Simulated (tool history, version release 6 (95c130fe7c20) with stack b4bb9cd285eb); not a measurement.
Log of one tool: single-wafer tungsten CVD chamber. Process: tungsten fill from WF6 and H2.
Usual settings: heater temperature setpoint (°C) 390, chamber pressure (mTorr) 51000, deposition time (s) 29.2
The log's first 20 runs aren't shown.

run	hour	heater temperature setpoint (°C)	chamber pressure (mTorr)	deposition time (s)	wafers since the last listed run	hours since the last thermocouple change	hours since the last manometer calibration	hours since the showerhead was replaced	hours since the gauge calibration	read-back reference wafer on the same gauge, thickness_nm	mean film thickness on the monitor wafer (nm)
# hour 919.9: capacitance manometer re-zeroed and calibrated
21	941.3	390	59300	24.4	850	69.3	21.4	275.9	555.5	108.247	83.482
22	974.4	398	60400	23.4	1291	102.4	54.5	309	588.6	108.192	95.623
23	1006.2	397	42000	24.9	1240	134.2	86.3	340.8	620.4	108.166	83.142
24	1054.2	390	51000	29.2	1872	182.2	134.3	388.8	668.4	108.193	92.528
25	1095	390	51000	31.5	1591	223	175.1	429.6	709.2	108.196	100.377
26	1120.3	390	47100	29.2	987	248.3	200.4	454.9	734.5	108.17	89.275
27	1145	383	51000	25.7	963	273	225.1	479.6	759.2	108.195	69.36
28	1174.4	390	51000	29.2	1147	302.4	254.5	509	788.6	108.21	92.948
29	1242.2	401	51000	29.2	2645	370.2	322.3	576.8	856.4	108.217	117.574
30	1309.1	390	51000	29.2	2610	437.1	389.2	643.7	923.3	108.229	93.213
31	1379.2	404	51000	29.2	2735	507.2	459.3	713.8	993.4	108.162	123.665
32	1433.8	390	51000	34.8	2130	561.8	513.9	768.4	1048	108.235	110.488
33	1499.1	386	57100	32	2547	627.1	579.2	833.7	1113.3	108.17	98.714

5 ways to go on from here, each from the tool as it stands after run 33. What would each give?
A	1499.5	390	51000	29.2	15	627.5	579.6	834.1	1113.7	?	?
B	1499.5	399	51000	25.6	15	627.5	579.6	834.1	1113.7	?	?
C	1499.5	390	57100	29.2	15	627.5	579.6	834.1	1113.7	?	?
D	1499.5	390	45500	27	15	627.5	579.6	834.1	1113.7	?	?
E	1499.5	380	51000	29.2	15	627.5	579.6	834.1	1113.7	?	?

run	read-back reference wafer on the same gauge, thickness_nm	mean film thickness on the monitor wafer (nm)
A	108.111	92.695
B	108.111	98.492
C	108.111	98.24
D	108.111	80.582
E	108.111	73.869
Without the tool's hidden state the same runs would have given:
run	mean film thickness on the monitor wafer (nm)
A	92.695
B	98.492
C	98.24
D	80.582
E	73.869

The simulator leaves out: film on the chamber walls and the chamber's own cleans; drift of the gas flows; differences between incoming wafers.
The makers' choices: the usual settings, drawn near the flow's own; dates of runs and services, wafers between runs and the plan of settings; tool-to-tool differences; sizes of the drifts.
